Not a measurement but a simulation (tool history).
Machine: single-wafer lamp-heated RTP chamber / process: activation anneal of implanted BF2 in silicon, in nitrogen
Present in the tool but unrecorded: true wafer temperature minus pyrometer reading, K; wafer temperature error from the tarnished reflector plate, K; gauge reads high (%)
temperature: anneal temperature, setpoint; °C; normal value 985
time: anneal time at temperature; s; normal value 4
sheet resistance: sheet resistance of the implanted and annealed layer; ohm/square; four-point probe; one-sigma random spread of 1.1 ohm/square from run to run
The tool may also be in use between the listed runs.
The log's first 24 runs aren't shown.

run	hour	temperature	time	wafers since the last listed run	wafers since the last pyrometer calibration	wafers since the reflector plate was cleaned	hours since the gauge calibration	read-back reference wafer on the same gauge, sheet resistance	sheet resistance
# hour 541.2: reflector plate cleaned
25	541.7	958	4	183	415	14	54.9	750.23	768.61
26	569.3	1014	3	756	1172	771	82.5	749.82	746.83
27	584.8	975	3	425	1597	1196	98.0	749.79	756.60
28	615.9	972	5	852	2449	2049	129.1	748.99	756.79
29	638.9	1004	4	630	3080	2680	152.1	748.74	746.03
30	655.9	985	4	466	3546	3146	169.1	748.51	747.95
31	672.9	970	6	466	4013	3612	186.1	748.36	753.90
32	693.8	972	3	573	4586	4185	207.0	748.03	755.55
33	722.7	972	4	792	5378	4978	235.9	747.66	753.07
# hour 743.5: reflector plate cleaned
34	744.0	985	4	364	5743	13	257.2	747.03	747.52
35	772.5	985	5	781	6524	794	285.7	746.94	747.91
# hour 785.7: pyrometer window cleaned and pyrometer calibrated
36	806.0	1014	4	699	557	1494	319.2	746.35	742.22

What if the next run were any one of these 5? Each begins from the tool's condition after run 36:
A	806.4	965	4	10	568	1505	319.6	?	?
B	806.4	968	4	10	568	1505	319.6	?	?
C	806.4	995	4	10	568	1505	319.6	?	?
D	806.4	968	3	10	568	1505	319.6	?	?
E	806.4	968	6	10	568	1505	319.6	?	?

run	read-back reference wafer on the same gauge, sheet resistance	sheet resistance
A	746.45	759.01
B	746.45	756.44
C	746.45	745.40
D	746.45	757.34
E	746.45	754.65
With no hidden state in the tool, these same runs would have given:
run	sheet resistance
A	761.66
B	759.09
C	748.01
D	759.99
E	757.29
